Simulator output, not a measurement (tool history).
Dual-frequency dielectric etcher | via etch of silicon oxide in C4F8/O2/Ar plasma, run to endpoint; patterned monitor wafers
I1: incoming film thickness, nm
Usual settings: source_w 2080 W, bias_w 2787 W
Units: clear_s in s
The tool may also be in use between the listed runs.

{"run": 1, "hour": 0.0, "source_w": 2080, "bias_w": 2937, "I1": 1391.3, "clear_s": 253.2}
{"run": 2, "hour": 55.6, "source_w": 2080, "bias_w": 2937, "I1": 1374.7, "clear_s": 250.4}
{"run": 3, "hour": 113.0, "source_w": 2080, "bias_w": 2937, "I1": 1386.3, "clear_s": 250.6}
{"run": 4, "hour": 209.3, "source_w": 2080, "bias_w": 3025, "I1": 1389.6, "clear_s": 252}
{"hour": 309.9, "done": "wet clean of the chamber"}
{"run": 5, "hour": 315.6, "source_w": 2080, "bias_w": 3025, "I1": 1369.6, "clear_s": 245.9}
{"run": 6, "hour": 408.6, "source_w": 2080, "bias_w": 3025, "I1": 1381.7, "clear_s": 250.4}
{"run": 7, "hour": 498.6, "source_w": 2080, "bias_w": 2787, "I1": 1391, "clear_s": 256.7}
{"run": 8, "hour": 585.9, "source_w": 2080, "bias_w": 2787, "I1": 1392.7, "clear_s": 258.3}
{"run": 9, "hour": 645.5, "source_w": 2080, "bias_w": 2787, "I1": 1396.6, "clear_s": 258.9}
{"hour": 689.7, "done": "upper electrode replaced"}
{"hour": 742.2, "done": "wet clean of the chamber"}
{"run": 10, "hour": 742.7, "source_w": 2080, "bias_w": 2787, "I1": 1386.2, "clear_s": 257.3}
{"run": 11, "hour": 802.7, "source_w": 2080, "bias_w": 2787, "I1": 1379.3, "clear_s": 256}
{"hour": 850.6, "done": "source power generator calibrated"}
{"run": 12, "hour": 930.3, "source_w": 2080, "bias_w": 2306, "I1": 1375.2, "clear_s": 257.4}
{"run": 13, "hour": 977.6, "source_w": 2080, "bias_w": 2306, "I1": 1394.7, "clear_s": 259.9}
{"run": 14, "hour": 1055.6, "source_w": 2080, "bias_w": 2306, "I1": 1370.2, "clear_s": 258.5}
{"hour": 1148.7, "done": "source power generator calibrated, repeated, since the last time left the tool worse"}
{"hour": 1158.7, "done": "wet clean of the chamber"}
{"run": 15, "hour": 1159.2, "source_w": 2470, "bias_w": 3249, "I1": 1372, "clear_s": 222.2}
{"hour": 1180.6, "done": "bias power generator calibrated"}
{"run": 16, "hour": 1229.1, "source_w": 1860, "bias_w": 3259, "I1": 1360.8, "clear_s": 249.3}
{"run": 17, "hour": 1291.6, "source_w": 2080, "bias_w": 2419, "I1": 1383.8, "clear_s": 262.9}
{"run": 18, "hour": 1376.8, "source_w": 2370, "bias_w": 2405, "I1": 1383.3, "clear_s": 250.1}
{"run": 19, "hour": 1434.3, "source_w": 2590, "bias_w": 2251, "I1": 1382.6, "clear_s": 242.9}
{"run": 20, "hour": 1511.6, "source_w": 2080, "bias_w": 3025, "I1": 1386.1, "clear_s": 248.5}
{"hour": 1575.0, "done": "wet clean of the chamber"}
{"run": 21, "hour": 1603.7, "source_w": 1920, "bias_w": 2787, "I1": 1372.1, "clear_s": 259.7}
{"run": 22, "hour": 1701.4, "source_w": 2080, "bias_w": 2787, "I1": 1373.8, "clear_s": 251.9}
{"run": 23, "hour": 1761.1, "source_w": 2380, "bias_w": 2557, "I1": 1371.9, "clear_s": 243.5}
{"run": 24, "hour": 1809.2, "source_w": 1830, "bias_w": 3177, "I1": 1373.4, "clear_s": 258.9}
{"run": 25, "hour": 1881.9, "source_w": 2080, "bias_w": 2787, "I1": 1384.6, "clear_s": 254}
{"hour": 1978.0, "done": "wet clean of the chamber"}
{"run": 26, "hour": 1978.5, "source_w": 2460, "bias_w": 2787, "I1": 1374.7, "clear_s": 233.4}
{"run": 27, "hour": 2021.0, "source_w": 2080, "bias_w": 2787, "I1": 1372.8, "clear_s": 252.6}
{"run": 28, "hour": 2091.4, "source_w": 1920, "bias_w": 2787, "I1": 1373.1, "clear_s": 259.5}

Some steps in clear_s between neighbouring runs. How much of each would the tool show without its hidden state too (settings, what came in, random variation), and how much is left for the hidden state, with any gauge scatter that isn't in both results?
The hidden state here: etch rate over this chamber's usual, %; source power that arrives over what is set, %; bias power that arrives over what is set, %.
Run 11 -> 12: bias_w 2787 -> 2306, source power generator calibrated. clear_s +1.4 s: hidden state -11.4, all else +12.8.
Run 14 -> 15: source_w 2080 -> 2470, bias_w 2306 -> 3249, source power generator calibrated, repeated, since the last time left the tool worse, wet clean of the chamber. clear_s -36.3 s: hidden state +6.7, all else -43.
Run 15 -> 16: source_w 2470 -> 1860, bias_w 3249 -> 3259, bias power generator calibrated. clear_s +27.1 s: hidden state +0.2, all else +26.9.

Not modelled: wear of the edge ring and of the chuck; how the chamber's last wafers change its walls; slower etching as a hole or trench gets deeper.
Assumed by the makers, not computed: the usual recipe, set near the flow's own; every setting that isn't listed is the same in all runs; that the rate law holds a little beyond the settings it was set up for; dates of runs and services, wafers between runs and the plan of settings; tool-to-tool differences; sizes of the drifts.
